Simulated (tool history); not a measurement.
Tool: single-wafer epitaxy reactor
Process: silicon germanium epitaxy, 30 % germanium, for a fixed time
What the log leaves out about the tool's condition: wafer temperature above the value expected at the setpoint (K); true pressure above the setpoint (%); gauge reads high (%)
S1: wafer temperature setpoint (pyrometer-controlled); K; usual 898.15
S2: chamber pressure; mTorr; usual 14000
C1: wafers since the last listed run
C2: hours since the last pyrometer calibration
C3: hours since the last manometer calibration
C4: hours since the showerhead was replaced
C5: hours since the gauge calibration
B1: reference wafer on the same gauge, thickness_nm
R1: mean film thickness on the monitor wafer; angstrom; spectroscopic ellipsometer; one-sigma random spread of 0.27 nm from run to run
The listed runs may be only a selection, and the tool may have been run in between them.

Run 1, hour 0: usual settings; C1 0; C2 1140.6; C3 1061.8; C4 5786.6; C5 376.4; B1 85.974. Result: R1 755.88 angstrom.
Run 2, hour 7.4: usual settings but S1 888.15 K; C1 170; C2 1148; C3 1069.2; C4 5794; C5 383.8; B1 86.182. Result: R1 611.78 angstrom.
Run 3, hour 21.4: usual settings; C1 322; C2 1162; C3 1083.2; C4 5808; C5 397.8; B1 85.991. Result: R1 745.85 angstrom.
Run 4, hour 30.9: usual settings; C1 218; C2 1171.5; C3 1092.7; C4 5817.5; C5 407.3; B1 86.042. Result: R1 745.26 angstrom.
Run 5, hour 38.5: usual settings; C1 174; C2 1179.1; C3 1100.3; C4 5825.1; C5 414.9; B1 86.271. Result: R1 746.72 angstrom.
Run 6, hour 45.4: usual settings but S2 16500 mTorr; C1 158; C2 1186; C3 1107.2; C4 5832; C5 421.8; B1 86.276. Result: R1 822.92 angstrom.
Run 7, hour 60.6: usual settings but S2 16500 mTorr; C1 349; C2 1201.2; C3 1122.4; C4 5847.2; C5 437; B1 86.107. Result: R1 823.94 angstrom.
Run 8, hour 88.2: usual settings but S2 13200 mTorr; C1 634; C2 1228.8; C3 1150; C4 5874.8; C5 464.6; B1 86.061. Result: R1 714.46 angstrom.
Run 9, hour 98.6: usual settings; C1 239; C2 1239.2; C3 1160.4; C4 5885.2; C5 475; B1 86.143. Result: R1 739.39 angstrom.
Run 10, hour 108.1: usual settings; C1 218; C2 1248.7; C3 1169.9; C4 5894.7; C5 484.5; B1 86.083. Result: R1 742.8 angstrom.
Run 11, hour 123.7: usual settings; C1 358; C2 1264.3; C3 1185.5; C4 5910.3; C5 500.1; B1 86.046. Result: R1 734.5 angstrom.
Run 12, hour 137.9: usual settings; C1 326; C2 1278.5; C3 1199.7; C4 5924.5; C5 514.3; B1 86.126. Result: R1 735.81 angstrom.
At hour 147.6: capacitance manometer re-zeroed and calibrated.
Run 13, hour 148.1: usual settings but S1 887.15 K, S2 16100 mTorr; C1 50; C2 1288.7; C3 0.5; C4 5934.7; C5 524.5; B1 86.076. Result: R1 696.93 angstrom.
Run 14, hour 159.4: usual settings; C1 259; C2 1300; C3 11.8; C4 5946; C5 535.8; B1 86.072. Result: R1 803.17 angstrom.
Run 15, hour 176.7: usual settings; C1 397; C2 1317.3; C3 29.1; C4 5963.3; C5 553.1; B1 86.152. Result: R1 796.05 angstrom.
At hour 205: pyrometer calibrated.
At hour 206: showerhead replaced.
Run 16, hour 206.6: usual settings but S2 16700 mTorr; C1 479; C2 1.6; C3 59; C4 0.6; C5 583; B1 86.04. Result: R1 884.19 angstrom.
Run 17, hour 221.5: usual settings but S1 893.15 K, S2 15400 mTorr; C1 342; C2 16.5; C3 73.9; C4 15.5; C5 597.9; B1 86.164. Result: R1 771.64 angstrom.
Run 18, hour 228.9: usual settings but S1 904.15 K, S2 15800 mTorr; C1 170; C2 23.9; C3 81.3; C4 22.9; C5 605.3; B1 86.053. Result: R1 965.61 angstrom.
At hour 259.3: gauge calibrated.
Run 19, hour 273.3: usual settings but S1 894.15 K; C1 1021; C2 68.3; C3 125.7; C4 67.3; C5 14; B1 86.175. Result: R1 735.09 angstrom.
Run 20, hour 290.1: usual settings but S1 911.15 K, S2 12600 mTorr; C1 386; C2 85.1; C3 142.5; C4 84.1; C5 30.8; B1 85.919. Result: R1 963.13 angstrom.
Run 21, hour 307.4: usual settings but S2 16700 mTorr; C1 397; C2 102.4; C3 159.8; C4 101.4; C5 48.1; B1 86.107. Result: R1 888.13 angstrom.
Run 22, hour 316.4: usual settings but S1 911.15 K; C1 207; C2 111.4; C3 168.8; C4 110.4; C5 57.1; B1 86.123. Result: R1 1022.43 angstrom.
Run 23, hour 330.5: usual settings but S1 887.15 K, S2 15300 mTorr; C1 324; C2 125.5; C3 182.9; C4 124.5; C5 71.2; B1 86.103. Result: R1 676.05 angstrom.
Run 24, hour 342.1: usual settings but S2 16700 mTorr; C1 266; C2 137.1; C3 194.5; C4 136.1; C5 82.8; B1 86.193. Result: R1 888.38 angstrom.
Run 25, hour 348.3: usual settings but S1 887.15 K, S2 16800 mTorr; C1 142; C2 143.3; C3 200.7; C4 142.3; C5 89; B1 86.159. Result: R1 712.85 angstrom.
Run 26, hour 359.9: usual settings; C1 266; C2 154.9; C3 212.3; C4 153.9; C5 100.6; B1 86.074. Result: R1 797.65 angstrom.
Run 27, hour 369.6: usual settings; C1 223; C2 164.6; C3 222; C4 163.6; C5 110.3; B1 86.125. Result: R1 795.59 angstrom.
Run 28, hour 382.5: usual settings; C1 296; C2 177.5; C3 234.9; C4 176.5; C5 123.2; B1 85.928. Result: R1 796.73 angstrom.
Run 29, hour 394: usual settings but S1 905.15 K, S2 15900 mTorr; C1 264; C2 189; C3 246.4; C4 188; C5 134.7; B1 86.048. Result: R1 983.59 angstrom.
Run 30, hour 408.7: usual settings but S1 893.15 K; C1 338; C2 203.7; C3 261.1; C4 202.7; C5 149.4; B1 86.14. Result: R1 723.92 angstrom.
Run 31, hour 424.1: usual settings but S1 890.15 K, S2 11900 mTorr; C1 354; C2 219.1; C3 276.5; C4 218.1; C5 164.8; B1 86.084. Result: R1 612.44 angstrom.
Run 32, hour 435.2: usual settings but S2 16000 mTorr; C1 255; C2 230.2; C3 287.6; C4 229.2; C5 175.9; B1 86.19. Result: R1 865.68 angstrom.
Run 33, hour 444.2: usual settings; C1 207; C2 239.2; C3 296.6; C4 238.2; C5 184.9; B1 85.977. Result: R1 794.95 angstrom.
Run 34, hour 450.7: usual settings; C1 149; C2 245.7; C3 303.1; C4 244.7; C5 191.4; B1 86.172. Result: R1 793.92 angstrom.
Run 35, hour 459.7: usual settings but S2 16800 mTorr; C1 207; C2 254.7; C3 312.1; C4 253.7; C5 200.4; B1 86.117. Result: R1 885.82 angstrom.

4 options for the next run, each taken on its own from the tool as it stands now. Forecast them:
Run A, hour 460.1: usual settings; C1 9; C2 255.1; C3 312.5; C4 254.1; C5 200.8; B1 ?. Result: R1 ?.
Run B, hour 460.1: usual settings but S1 891.15 K, S2 10600 mTorr; C1 9; C2 255.1; C3 312.5; C4 254.1; C5 200.8; B1 ?. Result: R1 ?.
Run C, hour 460.1: usual settings but S1 910.15 K, S2 12700 mTorr; C1 9; C2 255.1; C3 312.5; C4 254.1; C5 200.8; B1 ?. Result: R1 ?.
Run D, hour 460.1: usual settings but S1 886.15 K, S2 12100 mTorr; C1 9; C2 255.1; C3 312.5; C4 254.1; C5 200.8; B1 ?. Result: R1 ?.

run      B1      R1
  A  86.168  795.39
  B  86.168  569.14
  C  86.168  941.44
  D  86.168  567.68
Without the tool's hidden state the same runs would have given:
run      R1
  A  791.45
  B  566.33
  C  936.78
  D  564.87

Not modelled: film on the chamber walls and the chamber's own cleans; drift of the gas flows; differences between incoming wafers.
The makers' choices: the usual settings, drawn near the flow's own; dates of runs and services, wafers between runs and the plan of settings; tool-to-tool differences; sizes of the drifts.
